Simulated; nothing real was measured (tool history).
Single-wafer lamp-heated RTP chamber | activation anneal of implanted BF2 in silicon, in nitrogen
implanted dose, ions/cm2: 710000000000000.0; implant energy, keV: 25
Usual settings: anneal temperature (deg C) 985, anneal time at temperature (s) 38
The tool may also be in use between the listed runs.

run     day  anneal temperature (deg C)  anneal time at temperature (s)  read-back reference wafer on the same gauge, sheet resistance  sheet resistance of the implanted and annealed layer (ohm/square)
  1       0                         985                              38                                                         184.82                                                             202.38
      0.083  -- gauge calibrated
  2   0.425                         985                              29                                                          184.8                                                             205.56
  3   0.854                         985                              29                                                         185.12                                                             206.61
  4    2.45                         985                              29                                                         184.87                                                              206.1
  5   2.908                         985                              38                                                         184.86                                                             201.52
  6   3.217                         985                              38                                                         184.96                                                             202.03
  7   3.488                         985                              52                                                         184.82                                                             197.75
  8   4.108                        1000                              46                                                         185.02                                                             188.86
  9   4.817                         985                              38                                                         184.91                                                             203.34
 10   5.496                         985                              38                                                         185.24                                                              203.4
 11   5.954                         985                              38                                                         184.89                                                             203.21
      6.867  -- reflector plate cleaned
 12   6.888                         985                              38                                                         185.17                                                             201.42
      7.375  -- pyrometer window cleaned and pyrometer calibrated
 13   7.396                         978                              38                                                         185.05                                                             208.61
 14   7.812                         978                              38                                                         184.96                                                              209.4
 15    8.25                         964                              38                                                         185.32                                                             221.85
 16   8.988                         964                              38                                                         184.85                                                             222.58
      9.262  -- gauge calibrated
 17   9.304                         964                              38                                                         185.17                                                             221.88
 18    9.75                         985                              46                                                         185.01                                                             200.65
 19  10.475                         985                              38                                                         184.87                                                             201.57
 20  11.046                         985                              46                                                         185.14                                                             199.53
 21  11.304                         973                              21                                                         184.87                                                             221.19
 22  11.742                         971                              38                                                         185.22                                                             214.18
 23  12.367                         965                              38                                                         184.91                                                             220.58
 24  12.992                         985                              38                                                         185.19                                                             201.83
 25  13.396                         995                              21                                                         185.07                                                             203.34
 26  13.871                         995                              21                                                         185.11                                                             202.29
 27  14.354                         966                              44                                                         185.01                                                             217.72
 28  14.804                         967                              47                                                         185.11                                                             215.28

The next listed run, before its measurement:
 29  15.467                         966                              26                                                              ?                                                                  ?

read-back reference wafer on the same gauge, sheet resistance: 185.03
sheet resistance of the implanted and annealed layer (ohm/square): 226.39
Without the tool's hidden state the same run would have given sheet resistance of the implanted and annealed layer (ohm/square) 226.39.
